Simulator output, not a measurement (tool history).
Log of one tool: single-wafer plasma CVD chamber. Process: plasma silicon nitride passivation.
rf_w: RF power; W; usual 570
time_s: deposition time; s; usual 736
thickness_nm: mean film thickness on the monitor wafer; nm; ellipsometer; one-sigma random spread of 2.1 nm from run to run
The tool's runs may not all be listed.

run	hour	rf_w	time_s	read-back reference wafer on the same gauge, thickness_nm	thickness_nm
1	0.0	570	736	940.424	1086.666
2	11.2	570	736	939.419	1089.206
3	28.9	570	736	939.966	1085.505
4	43.6	525	822	939.363	1161.763
5	50.8	570	736	940.526	1082.947
6	62.7	570	736	939.168	1083.967
7	74.5	570	736	939.562	1079.615
8	86.3	490	697	939.803	948.593
9	94.7	490	697	940.271	945.125
10	101.7	640	736	939.957	1144.124
11	115.1	570	736	940.863	1082.200
12	121.6	570	736	940.204	1080.434
13	130.3	570	736	939.226	1081.159
14	137.0	465	813	940.304	1066.846
# hour 148.7: showerhead replaced
# hour 174.6: RF generator calibrated
15	175.1	465	699	939.633	953.015
16	181.4	525	880	940.012	1286.077
17	189.6	570	736	940.487	1120.963
18	203.5	570	736	940.175	1121.029
# hour 210.1: gauge calibrated
19	214.0	625	692	940.649	1103.314
20	227.2	530	863	939.316	1262.522
21	235.5	630	688	939.951	1100.369
22	248.9	610	607	941.287	952.139
23	257.9	670	694	940.879	1141.424
24	309.1	570	736	940.544	1117.671
25	317.5	625	736	940.683	1165.717
26	324.0	460	736	939.671	991.121

Predict each of these 5 candidate next runs independently; none follows another, all start after run 26:
A	324.6	570	597	?	?
B	324.6	570	654	?	?
C	324.6	515	779	?	?
D	324.6	500	690	?	?
E	324.6	650	682	?	?

run	read-back reference wafer on the same gauge, thickness_nm	thickness_nm
A	939.725	906.777
B	939.725	993.354
C	939.725	1121.296
D	939.725	976.936
E	939.725	1104.561
With the hidden condition removed and each run's random variation left untouched, the same runs would have given:
run	thickness_nm
A	915.175
B	1002.554
C	1131.680
D	985.983
E	1114.790
